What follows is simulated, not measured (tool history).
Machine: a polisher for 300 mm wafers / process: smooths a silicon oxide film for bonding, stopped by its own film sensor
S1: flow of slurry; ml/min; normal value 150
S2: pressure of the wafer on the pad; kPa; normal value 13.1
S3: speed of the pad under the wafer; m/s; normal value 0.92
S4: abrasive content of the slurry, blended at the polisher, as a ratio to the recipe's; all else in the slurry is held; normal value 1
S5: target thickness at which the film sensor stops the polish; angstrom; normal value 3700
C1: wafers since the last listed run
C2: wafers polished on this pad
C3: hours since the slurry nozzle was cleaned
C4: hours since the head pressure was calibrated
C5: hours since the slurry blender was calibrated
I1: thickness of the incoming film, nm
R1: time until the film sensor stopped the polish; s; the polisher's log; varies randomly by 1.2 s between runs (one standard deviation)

{"run": 1, "hour": 0.0, "S1": 135, "S2": 13.1, "S3": 0.92, "S4": 1, "S5": 3700, "C1": 0, "C2": 1639, "C3": 147.3, "C4": 181, "C5": 10, "I1": 425.5, "R1": 66.4}
{"run": 2, "hour": 32.6, "S1": 135, "S2": 13.1, "S3": 0.92, "S4": 1, "S5": 3700, "C1": 271, "C2": 1911, "C3": 179.9, "C4": 213.6, "C5": 42.6, "I1": 422.3, "R1": 62.1}
{"hour": 48.3, "done": "head pressure recalibrated, repeated, since the last time left the tool worse"}
{"run": 3, "hour": 55.8, "S1": 150, "S2": 13.1, "S3": 0.92, "S4": 1, "S5": 3700, "C1": 176, "C2": 2088, "C3": 203.1, "C4": 7.5, "C5": 65.8, "I1": 424.4, "R1": 75.4}
{"hour": 78.6, "done": "worn pad replaced by a new one"}
{"run": 4, "hour": 79.5, "S1": 150, "S2": 13.1, "S3": 0.92, "S4": 1.15, "S5": 3700, "C1": 164, "C2": 7, "C3": 226.8, "C4": 31.2, "C5": 89.5, "I1": 422.1, "R1": 67.3}
{"run": 5, "hour": 153.6, "S1": 150, "S2": 13.1, "S3": 0.92, "S4": 1.15, "S5": 3700, "C1": 617, "C2": 624, "C3": 300.9, "C4": 105.3, "C5": 163.6, "I1": 422.1, "R1": 67.3}
{"run": 6, "hour": 179.0, "S1": 150, "S2": 13.1, "S3": 0.92, "S4": 1, "S5": 3700, "C1": 211, "C2": 836, "C3": 326.3, "C4": 130.7, "C5": 189, "I1": 423.9, "R1": 70.2}
{"run": 7, "hour": 198.9, "S1": 150, "S2": 13.1, "S3": 0.92, "S4": 1, "S5": 3560, "C1": 165, "C2": 1002, "C3": 346.2, "C4": 150.6, "C5": 208.9, "I1": 413, "R1": 78.4}
{"run": 8, "hour": 234.7, "S1": 150, "S2": 9.7, "S3": 1.1, "S4": 1, "S5": 3700, "C1": 298, "C2": 1301, "C3": 382, "C4": 186.4, "C5": 244.7, "I1": 424.2, "R1": 85.4}
{"hour": 260.1, "done": "slurry blender recalibrated"}
{"run": 9, "hour": 261.4, "S1": 150, "S2": 13.1, "S3": 0.92, "S4": 1.15, "S5": 3700, "C1": 205, "C2": 1507, "C3": 408.7, "C4": 213.1, "C5": 1.3, "I1": 422.5, "R1": 67.3}
{"run": 10, "hour": 292.6, "S1": 150, "S2": 13.1, "S3": 1.16, "S4": 1, "S5": 3540, "C1": 260, "C2": 1767, "C3": 439.9, "C4": 244.3, "C5": 32.5, "I1": 421.4, "R1": 73}
{"run": 11, "hour": 324.8, "S1": 150, "S2": 13.1, "S3": 1.16, "S4": 1.25, "S5": 3580, "C1": 268, "C2": 2035, "C3": 472.1, "C4": 276.5, "C5": 64.7, "I1": 416.1, "R1": 59.4}
{"run": 12, "hour": 340.8, "S1": 150, "S2": 13.1, "S3": 0.92, "S4": 1, "S5": 3530, "C1": 133, "C2": 2169, "C3": 488.1, "C4": 292.5, "C5": 80.7, "I1": 420.2, "R1": 87.2}
{"hour": 365.6, "done": "worn pad replaced by a new one"}
{"run": 13, "hour": 366.1, "S1": 125, "S2": 13.1, "S3": 0.92, "S4": 1, "S5": 3620, "C1": 177, "C2": 4, "C3": 513.4, "C4": 317.8, "C5": 106, "I1": 418, "R1": 76.3}
{"run": 14, "hour": 394.9, "S1": 150, "S2": 13.1, "S3": 0.92, "S4": 1, "S5": 3700, "C1": 240, "C2": 244, "C3": 542.2, "C4": 346.6, "C5": 134.8, "I1": 419.4, "R1": 62.8}
{"run": 15, "hour": 465.4, "S1": 150, "S2": 11, "S3": 0.92, "S4": 1, "S5": 3700, "C1": 587, "C2": 832, "C3": 612.7, "C4": 417.1, "C5": 205.3, "I1": 412.7, "R1": 60.7}
{"run": 16, "hour": 478.4, "S1": 150, "S2": 13.1, "S3": 0.64, "S4": 1, "S5": 3600, "C1": 108, "C2": 940, "C3": 625.7, "C4": 430.1, "C5": 218.3, "I1": 418.3, "R1": 93.3}
{"hour": 492.5, "done": "head pressure recalibrated"}
{"run": 17, "hour": 501.2, "S1": 150, "S2": 10.3, "S3": 0.92, "S4": 1, "S5": 3590, "C1": 173, "C2": 1114, "C3": 648.5, "C4": 8.7, "C5": 241.1, "I1": 426.4, "R1": 112.6}
{"run": 18, "hour": 515.2, "S1": 150, "S2": 13.1, "S3": 1.06, "S4": 1, "S5": 3700, "C1": 116, "C2": 1230, "C3": 662.5, "C4": 22.7, "C5": 255.1, "I1": 428.9, "R1": 71.2}
{"run": 19, "hour": 528.1, "S1": 150, "S2": 9, "S3": 0.92, "S4": 1, "S5": 3850, "C1": 107, "C2": 1338, "C3": 675.4, "C4": 35.6, "C5": 268, "I1": 415.6, "R1": 61.2}
{"hour": 550.2, "done": "slurry blender recalibrated"}
{"run": 20, "hour": 562.8, "S1": 175, "S2": 9, "S3": 0.92, "S4": 1, "S5": 3700, "C1": 272, "C2": 1610, "C3": 710.1, "C4": 70.3, "C5": 12.6, "I1": 415.9, "R1": 86}
{"run": 21, "hour": 574.8, "S1": 150, "S2": 11, "S3": 1.2, "S4": 1, "S5": 3870, "C1": 100, "C2": 1710, "C3": 722.1, "C4": 82.3, "C5": 24.6, "I1": 429.8, "R1": 55.4}
{"hour": 578.0, "done": "slurry nozzle cleaned"}
{"run": 22, "hour": 606.6, "S1": 100, "S2": 11, "S3": 0.92, "S4": 0.75, "S5": 3850, "C1": 256, "C2": 1967, "C3": 28.6, "C4": 114.1, "C5": 56.4, "I1": 423.4, "R1": 72.2}
{"hour": 627.3, "done": "worn pad replaced by a new one"}
{"run": 23, "hour": 636.1, "S1": 150, "S2": 17.9, "S3": 0.92, "S4": 1, "S5": 3700, "C1": 212, "C2": 72, "C3": 58.1, "C4": 143.6, "C5": 85.9, "I1": 416.6, "R1": 45}
{"run": 24, "hour": 667.1, "S1": 150, "S2": 13.1, "S3": 1.02, "S4": 0.9, "S5": 3630, "C1": 258, "C2": 331, "C3": 89.1, "C4": 174.6, "C5": 116.9, "I1": 424.5, "R1": 77.3}
{"run": 25, "hour": 682.0, "S1": 170, "S2": 13.1, "S3": 0.92, "S4": 1, "S5": 3700, "C1": 124, "C2": 455, "C3": 104, "C4": 189.5, "C5": 131.8, "I1": 425.5, "R1": 72.4}
{"run": 26, "hour": 713.8, "S1": 150, "S2": 13.1, "S3": 0.92, "S4": 1.15, "S5": 3700, "C1": 265, "C2": 720, "C3": 135.8, "C4": 221.3, "C5": 163.6, "I1": 415.7, "R1": 57}
{"run": 27, "hour": 743.0, "S1": 180, "S2": 13.1, "S3": 0.76, "S4": 1, "S5": 3700, "C1": 243, "C2": 964, "C3": 165, "C4": 250.5, "C5": 192.8, "I1": 423.7, "R1": 77.4}
{"run": 28, "hour": 772.3, "S1": 195, "S2": 10.3, "S3": 0.76, "S4": 1, "S5": 3700, "C1": 244, "C2": 1208, "C3": 194.3, "C4": 279.8, "C5": 222.1, "I1": 416.3, "R1": 85.4}
{"run": 29, "hour": 795.3, "S1": 185, "S2": 15.9, "S3": 1.22, "S4": 1, "S5": 3870, "C1": 191, "C2": 1400, "C3": 217.3, "C4": 302.8, "C5": 245.1, "I1": 420.1, "R1": 26.8}

What was the tool's hidden state at every run in the log?
removal rate lost through wear of the pad, %: 0 on each run
slurry flow missing at the pad, %: 0 on each run
abrasive missing from the slurry, %: 0 on each run
H1: deviation of the head's pressure from its setpoint, %
run=1 H1=14.8
run=2 H1=15.4
run=3 H1=-0.955
run=4 H1=-0.911
run=5 H1=-0.427
run=6 H1=-0.14
run=7 H1=0.128
run=8 H1=0.706
run=9 H1=1.22
run=10 H1=1.9
run=11 H1=2.7
run=12 H1=3.14
run=13 H1=3.88
run=14 H1=4.79
run=15 H1=7.37
run=16 H1=7.9
run=17 H1=0.932
run=18 H1=0.953
run=19 H1=0.989
run=20 H1=1.16
run=21 H1=1.25
run=22 H1=1.55
run=23 H1=1.92
run=24 H1=2.39
run=25 H1=2.65
run=26 H1=3.27
run=27 H1=3.93
run=28 H1=4.68
run=29 H1=5.32
